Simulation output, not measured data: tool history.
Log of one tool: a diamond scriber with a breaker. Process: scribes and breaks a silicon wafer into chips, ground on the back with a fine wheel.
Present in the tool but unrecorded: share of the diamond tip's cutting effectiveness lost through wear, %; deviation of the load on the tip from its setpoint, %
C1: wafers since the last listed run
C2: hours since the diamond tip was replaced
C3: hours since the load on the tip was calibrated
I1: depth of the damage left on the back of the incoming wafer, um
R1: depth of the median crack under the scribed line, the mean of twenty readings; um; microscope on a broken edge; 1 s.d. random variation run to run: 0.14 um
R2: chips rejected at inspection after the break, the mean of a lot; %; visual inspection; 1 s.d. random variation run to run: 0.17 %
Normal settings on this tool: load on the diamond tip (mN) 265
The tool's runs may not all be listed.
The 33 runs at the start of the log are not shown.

Run 34, day 37.338: usual settings; C1 86; C2 625.4; C3 189.6; I1 2.15. Result: R1 8.99 um, R2 2.59 %.
Run 35, day 37.875: usual settings but load on the diamond tip (mN) 318; C1 18; C2 638.3; C3 202.5; I1 2.08. Result: R1 9.70 um, R2 2.56 %.
Run 36, day 38.404: usual settings but load on the diamond tip (mN) 295; C1 18; C2 651.0; C3 215.2; I1 2.16. Result: R1 9.37 um, R2 2.59 %.
Run 37, day 39.488: usual settings but load on the diamond tip (mN) 207; C1 37; C2 677.0; C3 241.2; I1 1.71. Result: R1 8.28 um, R2 3.65 %.
Run 38, day 40.529: usual settings but load on the diamond tip (mN) 205; C1 36; C2 702.0; C3 266.2; I1 2.49. Result: R1 8.43 um, R2 5.11 %.
Run 39, day 41.533: usual settings but load on the diamond tip (mN) 201; C1 34; C2 726.1; C3 290.3; I1 1.79. Result: R1 8.00 um, R2 3.94 %.
Run 40, day 42.483: usual settings but load on the diamond tip (mN) 229; C1 32; C2 748.9; C3 313.1; I1 2.30. Result: R1 8.66 um, R2 3.60 %.
Run 41, day 43.679: usual settings; C1 41; C2 777.6; C3 341.8; I1 2.87. Result: R1 9.19 um, R2 4.29 %.
Run 42, day 44.233: usual settings but load on the diamond tip (mN) 215; C1 19; C2 790.9; C3 355.1; I1 2.31. Result: R1 8.40 um, R2 4.67 %.
Run 43, day 45.388: usual settings but load on the diamond tip (mN) 315; C1 40; C2 818.6; C3 382.8; I1 1.98. Result: R1 9.53 um, R2 2.20 %.

3 ways to go on from here, each from the tool as it stands after run 43. What would each give?
Run A, day 45.417: usual settings but load on the diamond tip (mN) 312; C1 1; C2 819.3; C3 383.5; I1 2.42. Result: R1 ?, R2 ?.
Run B, day 45.417: usual settings but load on the diamond tip (mN) 307; C1 1; C2 819.3; C3 383.5; I1 2.42. Result: R1 ?, R2 ?.
Run C, day 45.417: usual settings but load on the diamond tip (mN) 317; C1 1; C2 819.3; C3 383.5; I1 2.42. Result: R1 ?, R2 ?.

run    R1    R2
  A  9.49  3.14
  B  9.44  3.10
  C  9.55  3.18
Take away the tool's hidden state, keep each run's random variation, and the runs would have read:
run    R1    R2
  A  9.74  3.42
  B  9.68  3.34
  C  9.79  3.52
